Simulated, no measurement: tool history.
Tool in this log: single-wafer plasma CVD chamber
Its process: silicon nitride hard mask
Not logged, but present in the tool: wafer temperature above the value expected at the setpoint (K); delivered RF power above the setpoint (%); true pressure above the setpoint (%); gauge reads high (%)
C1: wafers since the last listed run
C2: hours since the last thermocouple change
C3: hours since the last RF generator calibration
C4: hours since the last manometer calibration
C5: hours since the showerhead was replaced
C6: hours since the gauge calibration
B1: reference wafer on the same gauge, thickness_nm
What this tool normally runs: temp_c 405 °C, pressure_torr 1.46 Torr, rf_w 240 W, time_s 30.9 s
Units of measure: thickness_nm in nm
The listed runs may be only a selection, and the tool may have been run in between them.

run 1 day=0.000 | temp_c=405 pressure_torr=1.46 rf_w=240 time_s=30.9 | C1=0 C2=1692.9 C3=1371.9 C4=1695.6 C5=8400.7 C6=518.6 | B1=26.891 | thickness_nm=29.665
run 2 day=0.454 | temp_c=405 pressure_torr=1.46 rf_w=240 time_s=30.9 | C1=417 C2=1703.8 C3=1382.8 C4=1706.5 C5=8411.6 C6=529.5 | B1=26.909 | thickness_nm=29.493
run 3 day=0.983 | temp_c=405 pressure_torr=1.46 rf_w=240 time_s=30.9 | C1=486 C2=1716.5 C3=1395.5 C4=1719.2 C5=8424.3 C6=542.2 | B1=26.914 | thickness_nm=29.510
run 4 day=1.700 | temp_c=405 pressure_torr=1.62 rf_w=240 time_s=26.2 | C1=658 C2=1733.7 C3=1412.7 C4=1736.4 C5=8441.5 C6=559.4 | B1=26.913 | thickness_nm=25.665
run 5 day=2.412 | temp_c=405 pressure_torr=1.62 rf_w=240 time_s=26.2 | C1=655 C2=1750.8 C3=1429.8 C4=1753.5 C5=8458.6 C6=576.5 | B1=26.909 | thickness_nm=25.675
run 6 day=2.671 | temp_c=400 pressure_torr=1.46 rf_w=240 time_s=33.1 | C1=237 C2=1757.0 C3=1436.0 C4=1759.7 C5=8464.8 C6=582.7 | B1=26.904 | thickness_nm=31.703
run 7 day=3.142 | temp_c=400 pressure_torr=1.46 rf_w=240 time_s=33.1 | C1=432 C2=1768.3 C3=1447.3 C4=1771.0 C5=8476.1 C6=594.0 | B1=26.907 | thickness_nm=31.628
run 8 day=3.808 | temp_c=405 pressure_torr=1.46 rf_w=240 time_s=30.9 | C1=613 C2=1784.3 C3=1463.3 C4=1787.0 C5=8492.1 C6=610.0 | B1=26.881 | thickness_nm=29.445
-- day=4.483 RF generator calibrated
run 9 day=4.504 | temp_c=405 pressure_torr=1.46 rf_w=240 time_s=30.9 | C1=333 C2=1801.0 C3=0.5 C4=1803.7 C5=8508.8 C6=626.7 | B1=26.889 | thickness_nm=31.078
run 10 day=4.883 | temp_c=405 pressure_torr=1.46 rf_w=240 time_s=30.9 | C1=348 C2=1810.1 C3=9.6 C4=1812.8 C5=8517.9 C6=635.8 | B1=26.887 | thickness_nm=31.037
run 11 day=5.188 | temp_c=405 pressure_torr=1.46 rf_w=250 time_s=30.9 | C1=279 C2=1817.4 C3=16.9 C4=1820.1 C5=8525.2 C6=643.1 | B1=26.901 | thickness_nm=31.808
run 12 day=5.708 | temp_c=405 pressure_torr=1.46 rf_w=240 time_s=30.9 | C1=478 C2=1829.9 C3=29.4 C4=1832.6 C5=8537.7 C6=655.6 | B1=26.914 | thickness_nm=30.968
run 13 day=6.000 | temp_c=413 pressure_torr=1.26 rf_w=240 time_s=30.9 | C1=268 C2=1836.9 C3=36.4 C4=1839.6 C5=8544.7 C6=662.6 | B1=26.895 | thickness_nm=29.682
-- day=6.883 gauge calibrated
run 14 day=7.867 | temp_c=405 pressure_torr=1.46 rf_w=240 time_s=30.9 | C1=1716 C2=1881.7 C3=81.2 C4=1884.4 C5=8589.5 C6=23.6 | B1=26.906 | thickness_nm=30.944
-- day=8.317 showerhead replaced
run 15 day=8.338 | temp_c=405 pressure_torr=1.46 rf_w=240 time_s=30.9 | C1=126 C2=1893.0 C3=92.5 C4=1895.7 C5=0.5 C6=34.9 | B1=26.905 | thickness_nm=30.898
run 16 day=8.471 | temp_c=405 pressure_torr=1.46 rf_w=210 time_s=25.9 | C1=122 C2=1896.2 C3=95.7 C4=1898.9 C5=3.7 C6=38.1 | B1=26.882 | thickness_nm=23.451
run 17 day=9.038 | temp_c=393 pressure_torr=1.13 rf_w=260 time_s=26.1 | C1=521 C2=1909.8 C3=109.3 C4=1912.5 C5=17.3 C6=51.7 | B1=26.897 | thickness_nm=25.896
run 18 day=9.671 | temp_c=405 pressure_torr=1.24 rf_w=240 time_s=30.9 | C1=582 C2=1925.0 C3=124.5 C4=1927.7 C5=32.5 C6=66.9 | B1=26.918 | thickness_nm=29.646
run 19 day=10.246 | temp_c=405 pressure_torr=1.46 rf_w=270 time_s=33.0 | C1=528 C2=1938.8 C3=138.3 C4=1941.5 C5=46.3 C6=80.7 | B1=26.903 | thickness_nm=35.862
-- day=10.783 thermocouple changed; heater temperature recalibrated
run 20 day=10.804 | temp_c=405 pressure_torr=1.18 rf_w=200 time_s=36.0 | C1=206 C2=0.5 C3=151.7 C4=1954.9 C5=59.7 C6=94.1 | B1=26.882 | thickness_nm=29.763
run 21 day=11.171 | temp_c=405 pressure_torr=1.46 rf_w=240 time_s=35.2 | C1=337 C2=9.3 C3=160.5 C4=1963.7 C5=68.5 C6=102.9 | B1=26.882 | thickness_nm=35.262
-- day=11.975 capacitance manometer re-zeroed and calibrated
run 22 day=11.996 | temp_c=412 pressure_torr=1.46 rf_w=280 time_s=30.9 | C1=452 C2=29.1 C3=180.3 C4=0.5 C5=88.3 C6=122.7 | B1=26.900 | thickness_nm=34.424
run 23 day=12.608 | temp_c=392 pressure_torr=1.46 rf_w=240 time_s=28.8 | C1=563 C2=43.8 C3=195.0 C4=15.2 C5=103.0 C6=137.4 | B1=26.896 | thickness_nm=28.885
run 24 day=14.738 | temp_c=393 pressure_torr=1.26 rf_w=220 time_s=36.1 | C1=1957 C2=94.9 C3=246.1 C4=66.3 C5=154.1 C6=188.5 | B1=26.892 | thickness_nm=32.491
run 25 day=15.367 | temp_c=405 pressure_torr=1.46 rf_w=240 time_s=30.9 | C1=578 C2=110.0 C3=261.2 C4=81.4 C5=169.2 C6=203.6 | B1=26.883 | thickness_nm=30.809
run 26 day=15.838 | temp_c=396 pressure_torr=1.72 rf_w=240 time_s=30.9 | C1=432 C2=121.3 C3=272.5 C4=92.7 C5=180.5 C6=214.9 | B1=26.893 | thickness_nm=32.185
run 27 day=16.400 | temp_c=405 pressure_torr=1.46 rf_w=240 time_s=30.9 | C1=517 C2=134.8 C3=286.0 C4=106.2 C5=194.0 C6=228.4 | B1=26.895 | thickness_nm=30.703
run 28 day=17.021 | temp_c=393 pressure_torr=1.46 rf_w=265 time_s=30.9 | C1=570 C2=149.7 C3=300.9 C4=121.1 C5=208.9 C6=243.3 | B1=26.892 | thickness_nm=33.170
run 29 day=17.629 | temp_c=392 pressure_torr=1.11 rf_w=215 time_s=33.2 | C1=559 C2=164.3 C3=315.5 C4=135.7 C5=223.5 C6=257.9 | B1=26.889 | thickness_nm=28.331

List, for all runs, the conditions of the tool that the log does not record:
wafer temperature above the value expected at the setpoint (K): 0 on each run
true pressure above the setpoint (%): 0 on each run
gauge reads high (%): 0 on each run
H1: delivered RF power above the setpoint (%)
run=1 H1=-7.15
run=2 H1=-7.2
run=3 H1=-7.27
run=4 H1=-7.35
run=5 H1=-7.44
run=6 H1=-7.47
run=7 H1=-7.53
run=8 H1=-7.61
run=9 H1=-0.649
run=10 H1=-0.695
run=11 H1=-0.732
run=12 H1=-0.795
run=13 H1=-0.831
run=14 H1=-1.06
run=15 H1=-1.11
run=16 H1=-1.13
run=17 H1=-1.2
run=18 H1=-1.28
run=19 H1=-1.35
run=20 H1=-1.41
run=21 H1=-1.46
run=22 H1=-1.56
run=23 H1=-1.63
run=24 H1=-1.89
run=25 H1=-1.97
run=26 H1=-2.03
run=27 H1=-2.09
run=28 H1=-2.17
run=29 H1=-2.24
